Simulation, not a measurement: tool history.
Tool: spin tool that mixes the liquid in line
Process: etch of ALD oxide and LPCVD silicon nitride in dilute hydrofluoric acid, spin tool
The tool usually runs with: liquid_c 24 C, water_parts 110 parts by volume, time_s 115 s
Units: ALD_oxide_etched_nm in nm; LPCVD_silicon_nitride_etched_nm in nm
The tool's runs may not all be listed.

| run | hour | liquid_c | water_parts | time_s | read-back film thickness of the ALD oxide reference wafer, read on the same gauge (nm) | read-back film thickness of the LPCVD silicon nitride reference wafer, read on the same gauge (nm) | ALD_oxide_etched_nm | LPCVD_silicon_nitride_etched_nm |
|---|---|---|---|---|---|---|---|---|
| 1 | 0 | 27.5 | 70 | 115 | 109.98 | 140.012 | 17.74 | 1.077 |
| 2 | 59.2 | 24 | 110 | 115 | 109.99 | 139.988 | 9.3 | 0.639 |
| 3 | 111.1 | 24 | 110 | 115 | 110.03 | 139.977 | 9.28 | 0.516 |
| 4 | 147.8 | 24 | 110 | 115 | 110 | 139.988 | 9.3 | 0.546 |
| 5 | 211.3 | 25.5 | 85 | 115 | 110 | 140.001 | 13.2 | 0.856 |
|  | 212.3 | thermometer replaced |
| 6 | 285 | 20 | 155 | 135 | 109.98 | 140.008 | 6.33 | 0.365 |
| 7 | 330.5 | 24 | 110 | 115 | 109.98 | 140.031 | 9.29 | 0.553 |
| 8 | 377.2 | 21 | 110 | 160 | 110.03 | 139.974 | 11.62 | 0.685 |
| 9 | 451.3 | 28.5 | 110 | 75 | 109.99 | 139.988 | 7.24 | 0.454 |
| 10 | 518.4 | 29 | 140 | 150 | 109.98 | 140.006 | 11.2 | 0.774 |
|  | 543.9 | hydrofluoric acid flow meter replaced |
| 11 | 732.1 | 24 | 110 | 75 | 109.95 | 140.004 | 6.05 | 0.407 |
| 12 | 791.3 | 24 | 110 | 115 | 110 | 139.985 | 9.28 | 0.602 |
| 13 | 897.6 | 26 | 70 | 80 | 110 | 139.998 | 11.57 | 0.76 |
| 14 | 991.8 | 24 | 140 | 115 | 110 | 139.981 | 7.12 | 0.467 |
| 15 | 1038.5 | 24 | 110 | 115 | 110.02 | 139.969 | 9.29 | 0.562 |
| 16 | 1090.4 | 24 | 110 | 115 | 110.02 | 139.988 | 9.35 | 0.54 |
| 17 | 1142.5 | 24 | 110 | 115 | 109.98 | 140.004 | 9.36 | 0.587 |
| 18 | 1212.9 | 24 | 110 | 115 | 109.99 | 140.005 | 9.28 | 0.529 |
| 19 | 1252.8 | 24 | 110 | 115 | 110.03 | 139.985 | 9.3 | 0.632 |
| 20 | 1348.1 | 24 | 110 | 115 | 109.97 | 139.996 | 9.4 | 0.503 |
|  | 1355 | hydrofluoric acid flow meter replaced |
|  | 1406.2 | thermometer replaced |
| 21 | 1430.2 | 24 | 110 | 165 | 109.99 | 139.994 | 13.34 | 0.902 |
| 22 | 1490.6 | 27 | 160 | 170 | 110.01 | 140 | 10.02 | 0.666 |
| 23 | 1577.5 | 21 | 75 | 165 | 110 | 140.006 | 18.11 | 0.96 |
| 24 | 1632.4 | 24 | 65 | 170 | 110.04 | 139.993 | 24.65 | 1.323 |
| 25 | 1673.2 | 24 | 155 | 115 | 109.99 | 139.998 | 6.22 | 0.397 |
| 26 | 1747.1 | 24 | 135 | 150 | 110.03 | 139.977 | 9.6 | 0.622 |

Run-by-run hidden state of the tool:
liquid colder than its thermometer reads (K): 0 on each run
hydrofluoric acid flow above the setpoint (%): 0 on each run
gauge reads high (%): 0 on each run
